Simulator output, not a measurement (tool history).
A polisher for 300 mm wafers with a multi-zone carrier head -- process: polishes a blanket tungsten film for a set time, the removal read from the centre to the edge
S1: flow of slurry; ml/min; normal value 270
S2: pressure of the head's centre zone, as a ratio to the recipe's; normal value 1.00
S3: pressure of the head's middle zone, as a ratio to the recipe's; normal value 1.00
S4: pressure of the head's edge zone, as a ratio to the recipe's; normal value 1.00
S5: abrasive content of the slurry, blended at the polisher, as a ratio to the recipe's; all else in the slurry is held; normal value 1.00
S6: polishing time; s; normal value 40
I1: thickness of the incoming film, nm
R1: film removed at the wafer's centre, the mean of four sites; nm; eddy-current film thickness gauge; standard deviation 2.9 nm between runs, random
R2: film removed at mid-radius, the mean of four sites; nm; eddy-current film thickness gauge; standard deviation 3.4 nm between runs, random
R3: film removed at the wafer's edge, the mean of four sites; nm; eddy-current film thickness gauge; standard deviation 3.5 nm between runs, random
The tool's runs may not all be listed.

run,hour,S1,S2,S3,S4,S5,S6,I1,R1,R2,R3
1,0.0,270,1.00,1.00,1.00,1.00,40,758.5,208.7,225.5,232.8
# hour 13.8: slurry nozzle cleaned
2,34.7,185,1.00,0.91,1.00,1.00,40,759.0,198.8,202.3,230.3
# hour 51.5: centre zone pressure recalibrated
# hour 88.9: worn pad replaced by a new one
3,232.7,270,1.00,1.12,1.10,1.00,40,770.0,219.0,255.3,248.1
4,258.5,270,1.00,1.00,1.00,1.00,40,742.9,223.7,236.8,242.2
5,311.7,270,1.00,1.00,1.00,1.00,40,764.6,224.3,241.8,240.5
6,340.0,300,0.95,1.00,1.00,0.75,27,750.3,134.3,151.4,151.0
7,367.3,270,1.00,0.92,1.00,1.00,53,758.7,294.3,293.8,318.9
8,426.5,270,0.91,1.00,0.95,1.00,40,761.4,194.2,234.0,225.7
9,450.8,270,1.00,0.88,1.09,0.85,27,755.0,134.0,134.0,159.0
# hour 458.9: slurry nozzle cleaned
10,493.8,305,1.12,1.05,0.90,1.00,40,760.8,232.3,243.2,229.0
11,555.0,270,1.00,1.00,1.00,1.00,40,757.3,204.7,234.0,227.0
# hour 571.2: carrier head's membrane replaced by a new one
# hour 601.9: worn pad replaced by a new one
12,609.6,175,1.00,1.00,1.00,1.00,31,758.0,162.4,175.8,180.0
# hour 632.9: edge zone pressure recalibrated
13,642.3,185,1.00,1.00,1.00,1.00,40,769.0,210.3,228.7,234.2
# hour 657.3: centre zone pressure recalibrated
14,675.9,270,1.00,1.00,1.00,1.25,40,751.3,253.5,253.5,257.4
15,719.0,270,1.00,1.00,1.00,1.00,40,761.3,229.8,239.5,234.2
16,861.5,270,1.11,1.00,1.00,1.00,40,758.8,243.4,234.1,240.8
17,888.7,295,0.94,1.00,1.00,1.10,40,772.2,210.3,236.0,242.6
18,939.5,340,0.93,1.00,1.00,0.75,40,749.6,190.3,220.8,225.8
19,997.6,240,1.09,1.00,1.00,1.00,40,765.1,222.6,231.1,231.7
# hour 1000.5: slurry nozzle cleaned
20,1027.7,270,1.00,1.00,1.00,1.00,40,756.4,200.6,226.7,229.4
21,1061.7,270,1.00,0.92,0.93,1.00,40,760.3,201.3,206.7,224.6

Predict each of these 4 candidate next runs independently; none follows another, all start after run 21:
A,1062.1,270,1.00,1.00,1.00,1.00,47,756.8,?,?,?
B,1062.1,270,1.00,1.07,1.05,1.00,40,756.8,?,?,?
C,1062.1,270,0.90,1.00,1.00,1.00,40,756.8,?,?,?
D,1062.1,270,0.92,1.07,1.00,1.00,30,756.8,?,?,?

run,R1,R2,R3
A,240.8,265.8,270.7
B,205.0,239.6,235.8
C,185.8,226.3,230.4
D,142.3,179.7,172.7
With no hidden state in the tool, these same runs would have given:
run,R1,R2,R3
A,287.0,279.1,284.5
B,244.4,251.6,247.7
C,221.8,237.7,242.1
D,169.8,188.8,181.4
